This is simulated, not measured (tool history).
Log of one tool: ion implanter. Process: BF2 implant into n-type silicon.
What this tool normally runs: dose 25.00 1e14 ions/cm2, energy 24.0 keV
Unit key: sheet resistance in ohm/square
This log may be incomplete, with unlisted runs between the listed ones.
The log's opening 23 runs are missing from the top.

run	day	dose	energy	wafers since the last listed run	hours since the last dose calibration	hours since the extraction supply was calibrated	hours since the gauge calibration	read-back reference wafer on the same gauge, sheet resistance	sheet resistance
# day 29.050: Faraday cup replaced and dose calibrated
24	29.304	19.67	29.5	314	6.1	121.0	473.6	127.18	121.83
25	30.254	25.00	24.0	419	28.9	143.8	496.4	127.21	129.12
26	30.983	25.00	16.5	322	46.4	161.3	513.9	127.25	148.93
27	32.017	18.36	18.0	456	71.2	186.1	538.7	127.25	148.68
28	32.904	32.04	19.0	392	92.5	207.4	560.0	127.19	139.56
29	33.971	21.70	22.0	471	118.1	233.0	585.6	127.31	135.81
30	34.883	21.86	22.0	403	140.0	254.9	607.5	127.24	135.30
31	35.929	30.36	21.5	462	165.1	280.0	632.6	127.29	133.32
32	37.304	25.00	29.0	607	198.1	313.0	665.6	127.28	120.02
33	38.325	25.00	17.5	451	222.6	337.5	690.1	127.34	146.59
34	41.817	31.70	18.0	1543	306.4	421.3	773.9	127.37	142.65
35	43.104	25.00	26.5	569	337.3	452.2	804.8	127.39	124.21
36	43.796	25.00	24.0	305	353.9	468.8	821.4	127.40	129.59
37	47.712	19.81	18.0	1731	447.9	562.8	915.4	127.48	147.84
38	48.733	20.77	16.0	451	472.4	587.3	939.9	127.40	153.22

Forecast each of these 3 alternatives for the next run:
A	48.750	25.00	24.0	7	472.8	587.7	940.3	?	?
B	48.750	25.00	21.5	7	472.8	587.7	940.3	?	?
C	48.750	25.00	21.0	7	472.8	587.7	940.3	?	?

run	read-back reference wafer on the same gauge, sheet resistance	sheet resistance
A	127.52	129.97
B	127.52	135.72
C	127.52	136.95
Had the tool no hidden state, the same runs would have come out as:
run	sheet resistance
A	129.48
B	135.22
C	136.44
